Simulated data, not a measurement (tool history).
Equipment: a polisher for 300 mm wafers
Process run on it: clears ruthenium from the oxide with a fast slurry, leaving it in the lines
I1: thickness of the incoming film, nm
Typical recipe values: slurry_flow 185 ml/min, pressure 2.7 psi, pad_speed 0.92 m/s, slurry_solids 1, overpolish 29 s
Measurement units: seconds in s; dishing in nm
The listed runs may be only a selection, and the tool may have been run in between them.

Run 1, day 0: usual settings; I1 293.1. Result: seconds 68.6 s, dishing 90.1 nm.
At day 0.025: worn pad replaced by a new one.
Run 2, day 0.538: usual settings; I1 289.5. Result: seconds 64.5 s, dishing 93.2 nm.
Run 3, day 0.854: usual settings but slurry_flow 230 ml/min, pressure 3 psi; I1 291.2. Result: seconds 56.7 s, dishing 103.3 nm.
At day 1.446: slurry blender recalibrated.
Run 4, day 1.467: usual settings; I1 292.6. Result: seconds 65.5 s, dishing 94.6 nm.
Run 5, day 1.879: usual settings; I1 285.6. Result: seconds 63.9 s, dishing 91.9 nm.
Run 6, day 3.175: usual settings; I1 288.7. Result: seconds 66.3 s, dishing 91.7 nm.
Run 7, day 3.558: usual settings; I1 284. Result: seconds 64.9 s, dishing 91.5 nm.
Run 8, day 4.292: usual settings; I1 289.6. Result: seconds 66.6 s, dishing 89.8 nm.
Run 9, day 4.575: usual settings; I1 291.2. Result: seconds 65.9 s, dishing 93.7 nm.
At day 5.142: worn pad replaced by a new one.
Run 10, day 5.183: usual settings; I1 287.1. Result: seconds 63.4 s, dishing 94.5 nm.
Run 11, day 5.492: usual settings; I1 285.9. Result: seconds 63.1 s, dishing 92.3 nm.
At day 5.654: slurry nozzle cleaned.
At day 5.708: head pressure recalibrated.
Run 12, day 6.112: usual settings; I1 289.3. Result: seconds 71 s, dishing 86.5 nm.
Run 13, day 6.65: usual settings; I1 288.6. Result: seconds 71.6 s, dishing 86.9 nm.
Run 14, day 6.979: usual settings but slurry_flow 160 ml/min; I1 293.7. Result: seconds 74.2 s, dishing 86 nm.
Run 15, day 7.667: usual settings; I1 290.9. Result: seconds 70.8 s, dishing 87.5 nm.
Run 16, day 8.258: usual settings; I1 290.8. Result: seconds 70 s, dishing 88.9 nm.
Run 17, day 8.829: usual settings; I1 288.6. Result: seconds 72.1 s, dishing 87.2 nm.
Run 18, day 9.521: usual settings but pressure 2.4 psi, pad_speed 0.72 m/s, slurry_solids 0.7; I1 294.1. Result: seconds 119.6 s, dishing 57.4 nm.
Run 19, day 10.225: usual settings but slurry_flow 205 ml/min, slurry_solids 1.3; I1 287.8. Result: seconds 61.2 s, dishing 97.9 nm.
At day 10.442: worn pad replaced by a new one.
Run 20, day 10.608: usual settings but slurry_flow 240 ml/min, pad_speed 1.1 m/s, overpolish 42 s; I1 290.6. Result: seconds 55.8 s, dishing 133.4 nm.
At day 11.15: slurry blender recalibrated.
Run 21, day 11.333: usual settings but slurry_solids 0.75; I1 291.7. Result: seconds 79 s, dishing 80.9 nm.
Run 22, day 11.662: usual settings but slurry_flow 235 ml/min, pressure 2 psi, pad_speed 1.12 m/s, slurry_solids 0.7; I1 294.5. Result: seconds 90.7 s, dishing 71.5 nm.
Run 23, day 12.4: usual settings but pressure 3.2 psi, slurry_solids 0.85, overpolish 39 s; I1 295.3. Result: seconds 63 s, dishing 118.1 nm.
Run 24, day 12.921: usual settings but pad_speed 0.68 m/s; I1 293.1. Result: seconds 86.8 s, dishing 75.1 nm.
Run 25, day 13.654: usual settings but pressure 3 psi, slurry_solids 1.1, overpolish 43 s; I1 288.8. Result: seconds 58.4 s, dishing 127.7 nm.

What will run 26 give?
Run 26, day 14.062: usual settings but slurry_flow 140 ml/min, pad_speed 0.76 m/s, slurry_solids 1.25; I1 285.2. Result: seconds ?, dishing ?.

Run 26 produced seconds 74 s, dishing 83.8 nm.
Were there no unlogged condition in the tool, this run, its random variation unchanged, would have produced seconds 77.5 s, dishing 80.9 nm.
